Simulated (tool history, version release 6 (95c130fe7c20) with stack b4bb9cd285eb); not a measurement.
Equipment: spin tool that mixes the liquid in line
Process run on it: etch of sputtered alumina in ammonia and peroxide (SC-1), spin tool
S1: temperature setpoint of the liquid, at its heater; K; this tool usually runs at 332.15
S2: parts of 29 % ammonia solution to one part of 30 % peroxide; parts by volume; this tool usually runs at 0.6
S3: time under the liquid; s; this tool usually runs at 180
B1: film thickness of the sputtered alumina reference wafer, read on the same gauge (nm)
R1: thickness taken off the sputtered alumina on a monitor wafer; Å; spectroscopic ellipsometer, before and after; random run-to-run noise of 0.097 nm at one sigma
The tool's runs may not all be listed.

run,hour,S1,S2,S3,B1,R1
1,0,332.15,0.4,210,100,139.4
# hour 9.8: ammonia flow meter replaced
2,64.9,332.15,0.6,180,99.96,123.5
3,204.1,332.15,0.6,180,99.97,122.1
4,277.2,332.15,0.6,180,99.98,123.1
# hour 312.9: new drum of ammonia solution connected
5,339.5,332.15,0.6,180,99.98,124
6,437.1,332.15,0.6,180,100.01,121.9
7,538.8,332.15,0.6,180,100.05,121.2
# hour 583.5: gauge calibrated
8,609.9,332.15,0.7,100,99.96,69.3
9,694.2,332.15,0.35,285,100.02,184.8
10,732.2,324.15,0.35,110,100,46.2
11,776.6,332.15,0.6,180,99.94,120.7
# hour 794.5: heated supply line repaired
12,845.5,328.65,0.6,180,100,100.6
13,916.4,332.15,0.6,180,99.96,123.4
14,953.6,335.15,0.45,150,99.94,115.2
# hour 1030: new drum of ammonia solution connected
15,1030.9,332.15,0.6,180,100.03,121.3
16,1099.2,323.65,0.75,220,99.98,96.6
17,1139.5,332.15,0.6,180,100.01,122.5
# hour 1144.4: thermometer replaced
18,1212.1,337.65,0.8,230,99.96,223.9
19,1271.7,332.15,0.6,180,100.02,129.9
20,1352,332.15,0.6,215,99.99,151.6
21,1437.4,332.15,0.85,135,99.99,99.1
22,1518.5,332.15,0.7,130,100,93.4
23,1570.5,332.15,0.9,100,99.98,73.7
24,1670.7,335.65,0.6,180,99.99,151.4
# hour 1729.3: new drum of ammonia solution connected
25,1735.4,332.15,0.9,180,100,130.3

Measured result minus the same run's result without the hidden state. Both carry the same run-to-run variation, though not necessarily the same gauge scatter:
Hidden conditions of the tool in this case: liquid colder than its thermometer reads (K); ammonia flow below the setpoint (%); temperature lost on the way to the wafer (K); ammonia solution weaker than its label (%); gauge reads high (%).
run,R1
1,-4.8
2,-4.5
3,-4.8
4,-5.1
5,-5.2
6,-5.4
7,-5.6
8,-3.3
9,-9.1
10,-2.5
11,-6.2
12,-5.4
13,-6.6
14,-6.2
15,-6.9
16,-5.9
17,-7.2
18,-0.7
19,-0.5
20,-0.9
21,-0.7
22,-0.8
23,-0.8
24,-1.8
25,-1.8

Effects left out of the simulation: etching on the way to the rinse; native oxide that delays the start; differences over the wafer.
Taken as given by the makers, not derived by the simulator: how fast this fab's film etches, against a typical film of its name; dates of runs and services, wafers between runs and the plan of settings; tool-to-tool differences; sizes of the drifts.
